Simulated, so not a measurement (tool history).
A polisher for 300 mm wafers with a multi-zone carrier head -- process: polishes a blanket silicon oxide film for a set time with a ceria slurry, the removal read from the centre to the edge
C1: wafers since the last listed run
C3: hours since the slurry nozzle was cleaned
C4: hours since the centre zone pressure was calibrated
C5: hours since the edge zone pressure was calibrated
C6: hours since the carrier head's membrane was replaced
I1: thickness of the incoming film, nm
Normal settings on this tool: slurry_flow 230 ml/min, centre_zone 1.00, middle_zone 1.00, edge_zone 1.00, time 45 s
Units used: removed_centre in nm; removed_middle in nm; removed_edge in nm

Run 1, hour 0.0: usual settings but slurry_flow 180 ml/min; C1 0; wafers polished on this pad 1073; C3 190.7; C4 626.1; C5 1133.7; C6 928.8; I1 1433.3. Result: removed_centre 226.6 nm, removed_middle 248.3 nm, removed_edge 255.5 nm.
At hour 18.5: worn pad replaced by a new one.
Run 2, hour 21.8: usual settings but slurry_flow 285 ml/min; C1 167; wafers polished on this pad 30; C3 212.5; C4 647.9; C5 1155.5; C6 950.6; I1 1448.8. Result: removed_centre 245.5 nm, removed_middle 269.0 nm, removed_edge 273.7 nm.
Run 3, hour 45.3: usual settings but slurry_flow 285 ml/min; C1 221; wafers polished on this pad 252; C3 236.0; C4 671.4; C5 1179.0; C6 974.1; I1 1425.2. Result: removed_centre 240.2 nm, removed_middle 271.2 nm, removed_edge 270.5 nm.
Run 4, hour 73.2: usual settings; C1 263; wafers polished on this pad 515; C3 263.9; C4 699.3; C5 1206.9; C6 1002.0; I1 1414.7. Result: removed_centre 236.1 nm, removed_middle 261.2 nm, removed_edge 258.8 nm.
Run 5, hour 93.9: usual settings; C1 195; wafers polished on this pad 711; C3 284.6; C4 720.0; C5 1227.6; C6 1022.7; I1 1418.6. Result: removed_centre 229.4 nm, removed_middle 256.1 nm, removed_edge 266.0 nm.
At hour 104.6: centre zone pressure recalibrated.
Run 6, hour 111.5: usual settings; C1 147; wafers polished on this pad 858; C3 302.2; C4 6.9; C5 1245.2; C6 1040.3; I1 1441.5. Result: removed_centre 252.9 nm, removed_middle 262.5 nm, removed_edge 259.7 nm.
Run 7, hour 136.9: usual settings; C1 239; wafers polished on this pad 1098; C3 327.6; C4 32.3; C5 1270.6; C6 1065.7; I1 1409.4. Result: removed_centre 252.9 nm, removed_middle 259.2 nm, removed_edge 255.1 nm.
At hour 141.3: edge zone pressure recalibrated.
Run 8, hour 172.6: usual settings but centre_zone 1.08; C1 318; wafers polished on this pad 1416; C3 363.3; C4 68.0; C5 31.3; C6 1101.4; I1 1395.9. Result: removed_centre 268.2 nm, removed_middle 256.9 nm, removed_edge 256.6 nm.
At hour 185.6: worn pad replaced by a new one.
Run 9, hour 186.1: usual settings but middle_zone 0.88, time 41 s; C1 89; wafers polished on this pad 4; C3 376.8; C4 81.5; C5 44.8; C6 1114.9; I1 1410.4. Result: removed_centre 236.8 nm, removed_middle 218.5 nm, removed_edge 244.6 nm.
Run 10, hour 213.2: usual settings; C1 255; wafers polished on this pad 260; C3 403.9; C4 108.6; C5 71.9; C6 1142.0; I1 1427.8. Result: removed_centre 253.6 nm, removed_middle 260.5 nm, removed_edge 270.2 nm.
Run 11, hour 248.7: usual settings but centre_zone 1.05, middle_zone 1.07, edge_zone 1.09; C1 335; wafers polished on this pad 595; C3 439.4; C4 144.1; C5 107.4; C6 1177.5; I1 1422.6. Result: removed_centre 265.7 nm, removed_middle 278.1 nm, removed_edge 273.3 nm.
Run 12, hour 268.0: usual settings; C1 182; wafers polished on this pad 777; C3 458.7; C4 163.4; C5 126.7; C6 1196.8; I1 1432.9. Result: removed_centre 257.2 nm, removed_middle 264.6 nm, removed_edge 267.7 nm.
Run 13, hour 298.5: usual settings but slurry_flow 180 ml/min; C1 287; wafers polished on this pad 1064; C3 489.2; C4 193.9; C5 157.2; C6 1227.3; I1 1390.8. Result: removed_centre 238.1 nm, removed_middle 248.6 nm, removed_edge 250.9 nm.
At hour 306.4: slurry nozzle cleaned.
At hour 321.3: worn pad replaced by a new one.
Run 14, hour 327.4: usual settings; C1 225; wafers polished on this pad 57; C3 21.0; C4 222.8; C5 186.1; C6 1256.2; I1 1424.7. Result: removed_centre 253.0 nm, removed_middle 266.7 nm, removed_edge 266.4 nm.
Run 15, hour 343.0: usual settings but slurry_flow 290 ml/min, centre_zone 1.08, middle_zone 1.05, time 56 s; C1 147; wafers polished on this pad 204; C3 36.6; C4 238.4; C5 201.7; C6 1271.8; I1 1435.5. Result: removed_centre 356.1 nm, removed_middle 353.1 nm, removed_edge 335.8 nm.
Run 16, hour 360.1: usual settings but slurry_flow 270 ml/min, centre_zone 0.93, edge_zone 1.05, time 54 s; C1 161; wafers polished on this pad 365; C3 53.7; C4 255.5; C5 218.8; C6 1288.9; I1 1412.3. Result: removed_centre 281.5 nm, removed_middle 328.8 nm, removed_edge 330.1 nm.
At hour 382.3: carrier head's membrane replaced by a new one.
Run 17, hour 389.1: usual settings but middle_zone 1.06, time 32 s; C1 226; wafers polished on this pad 592; C3 82.7; C4 284.5; C5 247.8; C6 6.8; I1 1408.5. Result: removed_centre 174.5 nm, removed_middle 189.8 nm, removed_edge 187.0 nm.
Run 18, hour 440.0: usual settings but centre_zone 0.93, middle_zone 0.94, edge_zone 1.04; C1 480; wafers polished on this pad 1072; C3 133.6; C4 335.4; C5 298.7; C6 57.7; I1 1430.3. Result: removed_centre 223.8 nm, removed_middle 239.5 nm, removed_edge 263.7 nm.
At hour 462.3: worn pad replaced by a new one.
Run 19, hour 526.9: usual settings but time 30 s; C1 782; wafers polished on this pad 609; C3 220.5; C4 422.3; C5 385.6; C6 144.6; I1 1391.1. Result: removed_centre 162.6 nm, removed_middle 176.8 nm, removed_edge 175.1 nm.
Run 20, hour 547.4: usual settings but time 59 s; C1 193; wafers polished on this pad 803; C3 241.0; C4 442.8; C5 406.1; C6 165.1; I1 1419.2. Result: removed_centre 319.5 nm, removed_middle 334.8 nm, removed_edge 350.0 nm.
Run 21, hour 581.2: usual settings but edge_zone 1.07, time 36 s; C1 318; wafers polished on this pad 1122; C3 274.8; C4 476.6; C5 439.9; C6 198.9; I1 1433.6. Result: removed_centre 188.3 nm, removed_middle 206.6 nm, removed_edge 216.0 nm.
Run 22, hour 608.7: usual settings but centre_zone 1.06, edge_zone 1.05; C1 259; wafers polished on this pad 1381; C3 302.3; C4 504.1; C5 467.4; C6 226.4; I1 1438.8. Result: removed_centre 242.1 nm, removed_middle 253.9 nm, removed_edge 257.0 nm.
At hour 637.1: worn pad replaced by a new one.
Run 23, hour 637.6: usual settings but slurry_flow 155 ml/min, middle_zone 0.95, time 51 s; C1 234; wafers polished on this pad 5; C3 331.2; C4 533.0; C5 496.3; C6 255.3; I1 1433.3. Result: removed_centre 253.9 nm, removed_middle 269.2 nm, removed_edge 293.2 nm.

Give the tool's hidden conditions for every run:
slurry flow missing at the pad, %: 0 on each run
deviation of the edge zone's pressure from its setpoint, %: 0 on each run
H1: removal rate lost through wear of the pad, %
H2: deviation of the centre zone's pressure from its setpoint, %
run      H1      H2
  1    2.91   -9.88
  2   0.456   -10.2
  3   0.602   -10.6
  4    1.07   -11.1
  5    1.63   -11.5
  6    2.25  -0.806
  7    3.36   -1.23
  8    5.38   -1.83
  9  0.0852   -2.06
 10   0.243   -2.51
 11    0.91    -3.1
 12    1.49   -3.43
 13    2.73   -3.94
 14   0.386   -4.42
 15   0.476   -4.68
 16    0.69   -4.97
 17    1.33   -5.46
 18     3.3   -6.31
 19    1.18   -7.76
 20    1.82   -8.11
 21    3.25   -8.67
 22    4.76   -9.13
 23   0.277   -9.62
